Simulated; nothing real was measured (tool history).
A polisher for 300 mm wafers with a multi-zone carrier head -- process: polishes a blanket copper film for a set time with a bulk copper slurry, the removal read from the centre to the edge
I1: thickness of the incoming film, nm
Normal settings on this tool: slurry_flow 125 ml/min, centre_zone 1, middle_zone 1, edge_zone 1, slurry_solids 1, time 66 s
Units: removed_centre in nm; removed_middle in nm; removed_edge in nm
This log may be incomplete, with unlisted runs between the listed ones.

{"run": 1, "day": 0.0, "slurry_flow": 110, "centre_zone": 1.05, "middle_zone": 1, "edge_zone": 0.9, "slurry_solids": 1, "time": 80, "I1": 2336.5, "removed_centre": 898.2, "removed_middle": 861.8, "removed_edge": 815.8}
{"run": 2, "day": 3.608, "slurry_flow": 125, "centre_zone": 1, "middle_zone": 1, "edge_zone": 1, "slurry_solids": 1, "time": 66, "I1": 2323.7, "removed_centre": 744.8, "removed_middle": 746, "removed_edge": 723.4}
{"run": 3, "day": 5.775, "slurry_flow": 125, "centre_zone": 1, "middle_zone": 1, "edge_zone": 1, "slurry_solids": 1, "time": 66, "I1": 2320.1, "removed_centre": 742.5, "removed_middle": 736.5, "removed_edge": 717.8}
{"day": 7.117, "done": "worn pad replaced by a new one"}
{"run": 4, "day": 8.829, "slurry_flow": 125, "centre_zone": 1, "middle_zone": 1, "edge_zone": 1, "slurry_solids": 1, "time": 66, "I1": 2327, "removed_centre": 754.6, "removed_middle": 721.8, "removed_edge": 722.2}
{"run": 5, "day": 12.592, "slurry_flow": 125, "centre_zone": 1, "middle_zone": 1, "edge_zone": 1, "slurry_solids": 1, "time": 66, "I1": 2307, "removed_centre": 752, "removed_middle": 741, "removed_edge": 724.5}
{"run": 6, "day": 15.812, "slurry_flow": 125, "centre_zone": 1, "middle_zone": 1, "edge_zone": 1, "slurry_solids": 1, "time": 66, "I1": 2355.8, "removed_centre": 778.4, "removed_middle": 738.4, "removed_edge": 718.1}
{"run": 7, "day": 17.442, "slurry_flow": 160, "centre_zone": 1, "middle_zone": 1, "edge_zone": 1, "slurry_solids": 1, "time": 66, "I1": 2335.4, "removed_centre": 819.9, "removed_middle": 771.9, "removed_edge": 740}
{"day": 17.712, "done": "centre zone pressure recalibrated"}
{"run": 8, "day": 19.475, "slurry_flow": 125, "centre_zone": 1, "middle_zone": 1, "edge_zone": 1, "slurry_solids": 0.9, "time": 73, "I1": 2279.8, "removed_centre": 743.4, "removed_middle": 792.6, "removed_edge": 783.5}
{"day": 19.842, "done": "carrier head's membrane replaced by a new one"}
{"day": 21.233, "done": "slurry nozzle cleaned"}
{"run": 9, "day": 21.583, "slurry_flow": 170, "centre_zone": 0.93, "middle_zone": 1, "edge_zone": 1, "slurry_solids": 1.1, "time": 66, "I1": 2331.5, "removed_centre": 730.4, "removed_middle": 804.2, "removed_edge": 766.6}
{"day": 26.367, "done": "edge zone pressure recalibrated"}
{"run": 10, "day": 28.267, "slurry_flow": 155, "centre_zone": 1, "middle_zone": 1, "edge_zone": 1, "slurry_solids": 1, "time": 89, "I1": 2310.1, "removed_centre": 1027.5, "removed_middle": 1034.8, "removed_edge": 1008.7}
{"run": 11, "day": 29.996, "slurry_flow": 125, "centre_zone": 1, "middle_zone": 1, "edge_zone": 1, "slurry_solids": 1, "time": 86, "I1": 2334.5, "removed_centre": 955.4, "removed_middle": 968.2, "removed_edge": 947}
{"run": 12, "day": 31.892, "slurry_flow": 125, "centre_zone": 1, "middle_zone": 1, "edge_zone": 1, "slurry_solids": 1.2, "time": 85, "I1": 2291.4, "removed_centre": 979.6, "removed_middle": 972.2, "removed_edge": 960.6}
{"day": 33.371, "done": "worn pad replaced by a new one"}
{"run": 13, "day": 33.508, "slurry_flow": 125, "centre_zone": 1, "middle_zone": 1, "edge_zone": 1, "slurry_solids": 1, "time": 53, "I1": 2288.2, "removed_centre": 596.2, "removed_middle": 590.4, "removed_edge": 576.5}
{"run": 14, "day": 37.571, "slurry_flow": 125, "centre_zone": 1.04, "middle_zone": 1.05, "edge_zone": 1, "slurry_solids": 1.1, "time": 83, "I1": 2317.9, "removed_centre": 1013.5, "removed_middle": 984.1, "removed_edge": 915.1}
{"run": 15, "day": 41.783, "slurry_flow": 125, "centre_zone": 1.05, "middle_zone": 1, "edge_zone": 1, "slurry_solids": 1, "time": 87, "I1": 2285.5, "removed_centre": 1036.2, "removed_middle": 953.3, "removed_edge": 948.5}
{"day": 43.85, "done": "slurry nozzle cleaned"}
{"run": 16, "day": 46.096, "slurry_flow": 125, "centre_zone": 1.06, "middle_zone": 0.91, "edge_zone": 1, "slurry_solids": 1, "time": 78, "I1": 2322, "removed_centre": 977.1, "removed_middle": 806.8, "removed_edge": 855.7}
{"day": 48.171, "done": "centre zone pressure recalibrated"}
{"run": 17, "day": 50.446, "slurry_flow": 125, "centre_zone": 1, "middle_zone": 1, "edge_zone": 1, "slurry_solids": 1, "time": 66, "I1": 2312.3, "removed_centre": 694.1, "removed_middle": 721.9, "removed_edge": 727.5}
{"run": 18, "day": 53.379, "slurry_flow": 125, "centre_zone": 1, "middle_zone": 1, "edge_zone": 1, "slurry_solids": 1, "time": 66, "I1": 2337.1, "removed_centre": 700.5, "removed_middle": 726.4, "removed_edge": 717.7}
{"run": 19, "day": 55.571, "slurry_flow": 100, "centre_zone": 1, "middle_zone": 0.93, "edge_zone": 1.11, "slurry_solids": 1, "time": 79, "I1": 2341.9, "removed_centre": 789.4, "removed_middle": 773, "removed_edge": 867}
{"day": 55.742, "done": "worn pad replaced by a new one"}
{"run": 20, "day": 58.338, "slurry_flow": 125, "centre_zone": 1, "middle_zone": 1, "edge_zone": 1, "slurry_solids": 1.2, "time": 66, "I1": 2288.7, "removed_centre": 733.2, "removed_middle": 755.7, "removed_edge": 748.7}

Alternative continuations, all from the tool just after run 20; predict every row:
{"run": "A", "day": 58.354, "slurry_flow": 110, "centre_zone": 1, "middle_zone": 1, "edge_zone": 1, "slurry_solids": 1, "time": 66, "I1": 2361.9, "removed_centre": "?", "removed_middle": "?", "removed_edge": "?"}
{"run": "B", "day": 58.354, "slurry_flow": 170, "centre_zone": 1, "middle_zone": 1, "edge_zone": 1, "slurry_solids": 1.1, "time": 66, "I1": 2361.9, "removed_centre": "?", "removed_middle": "?", "removed_edge": "?"}
{"run": "C", "day": 58.354, "slurry_flow": 125, "centre_zone": 1, "middle_zone": 1, "edge_zone": 1.1, "slurry_solids": 1, "time": 66, "I1": 2361.9, "removed_centre": "?", "removed_middle": "?", "removed_edge": "?"}
{"run": "D", "day": 58.354, "slurry_flow": 125, "centre_zone": 0.89, "middle_zone": 0.88, "edge_zone": 1, "slurry_solids": 1, "time": 66, "I1": 2361.9, "removed_centre": "?", "removed_middle": "?", "removed_edge": "?"}
{"run": "E", "day": 58.354, "slurry_flow": 155, "centre_zone": 1, "middle_zone": 1, "edge_zone": 1, "slurry_solids": 1, "time": 66, "I1": 2361.9, "removed_centre": "?", "removed_middle": "?", "removed_edge": "?"}

run=A removed_centre=674 removed_middle=714.5 removed_edge=699.3
run=B removed_centre=767.8 removed_middle=803.5 removed_edge=764.1
run=C removed_centre=701.1 removed_middle=739.6 removed_edge=749.6
run=D removed_centre=622.9 removed_middle=665.1 removed_edge=717.5
run=E removed_centre=740 removed_middle=776.1 removed_edge=741.4
Take away the tool's hidden state, keep each run's random variation, and the runs would have read:
run=A removed_centre=663.3 removed_middle=714.5 removed_edge=699.3
run=B removed_centre=755.6 removed_middle=803.6 removed_edge=764.1
run=C removed_centre=689.9 removed_middle=739.6 removed_edge=749.6
run=D removed_centre=612.9 removed_middle=665.2 removed_edge=717.5
run=E removed_centre=728.3 removed_middle=776.1 removed_edge=741.4

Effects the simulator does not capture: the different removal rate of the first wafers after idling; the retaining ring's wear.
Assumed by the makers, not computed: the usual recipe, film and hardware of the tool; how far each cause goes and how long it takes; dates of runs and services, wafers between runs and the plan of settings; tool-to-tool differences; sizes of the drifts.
